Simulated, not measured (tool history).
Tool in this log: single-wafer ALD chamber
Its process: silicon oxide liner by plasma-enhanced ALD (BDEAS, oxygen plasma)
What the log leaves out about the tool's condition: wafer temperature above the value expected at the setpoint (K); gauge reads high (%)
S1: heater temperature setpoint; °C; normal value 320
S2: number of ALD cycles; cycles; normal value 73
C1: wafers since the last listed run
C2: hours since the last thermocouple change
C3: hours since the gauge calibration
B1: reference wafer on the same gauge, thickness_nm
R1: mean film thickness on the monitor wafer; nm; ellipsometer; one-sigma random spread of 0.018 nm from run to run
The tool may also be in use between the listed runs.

{"run": 1, "hour": 0.0, "S1": 308, "S2": 73, "C1": 0, "C2": 311.9, "C3": 205.5, "B1": 8.434, "R1": 7.551}
{"run": 2, "hour": 51.4, "S1": 308, "S2": 73, "C1": 281, "C2": 363.3, "C3": 256.9, "B1": 8.439, "R1": 7.507}
{"run": 3, "hour": 140.3, "S1": 320, "S2": 73, "C1": 486, "C2": 452.2, "C3": 345.8, "B1": 8.434, "R1": 7.369}
{"run": 4, "hour": 208.4, "S1": 320, "S2": 73, "C1": 372, "C2": 520.3, "C3": 413.9, "B1": 8.43, "R1": 7.416}
{"run": 5, "hour": 291.9, "S1": 320, "S2": 73, "C1": 457, "C2": 603.8, "C3": 497.4, "B1": 8.439, "R1": 7.375}
{"run": 6, "hour": 341.9, "S1": 320, "S2": 73, "C1": 273, "C2": 653.8, "C3": 547.4, "B1": 8.442, "R1": 7.421}
{"run": 7, "hour": 447.0, "S1": 320, "S2": 73, "C1": 575, "C2": 758.9, "C3": 652.5, "B1": 8.445, "R1": 7.426}
{"run": 8, "hour": 554.0, "S1": 320, "S2": 73, "C1": 585, "C2": 865.9, "C3": 759.5, "B1": 8.446, "R1": 7.406}
{"run": 9, "hour": 621.4, "S1": 320, "S2": 73, "C1": 369, "C2": 933.3, "C3": 826.9, "B1": 8.441, "R1": 7.432}
{"hour": 662.8, "done": "thermocouple changed; heater temperature recalibrated"}
{"run": 10, "hour": 722.5, "S1": 320, "S2": 73, "C1": 509, "C2": 59.7, "C3": 928, "B1": 8.439, "R1": 7.5}
{"run": 11, "hour": 759.1, "S1": 307, "S2": 85, "C1": 200, "C2": 96.3, "C3": 964.6, "B1": 8.439, "R1": 8.925}
{"hour": 781.8, "done": "gauge calibrated"}
{"run": 12, "hour": 805.5, "S1": 308, "S2": 73, "C1": 254, "C2": 142.7, "C3": 23.7, "B1": 8.44, "R1": 7.627}
{"run": 13, "hour": 897.9, "S1": 329, "S2": 85, "C1": 505, "C2": 235.1, "C3": 116.1, "B1": 8.437, "R1": 8.564}
{"run": 14, "hour": 991.3, "S1": 313, "S2": 63, "C1": 511, "C2": 328.5, "C3": 209.5, "B1": 8.439, "R1": 6.508}

Estimate the outcome of run 15 from the log above:
{"hour": 1021.4, "done": "thermocouple changed; heater temperature recalibrated, repeated, since the last time left the tool worse"}
{"run": 15, "hour": 1067.6, "S1": 320, "S2": 59, "C1": 373, "C2": 46.2, "C3": 285.8, "B1": "?", "R1": "?"}

For run 15 the tool returned B1 8.442, R1 5.949 nm.
On a tool with no hidden condition, and with the same random variation, this run would have come out at R1 5.946 nm.
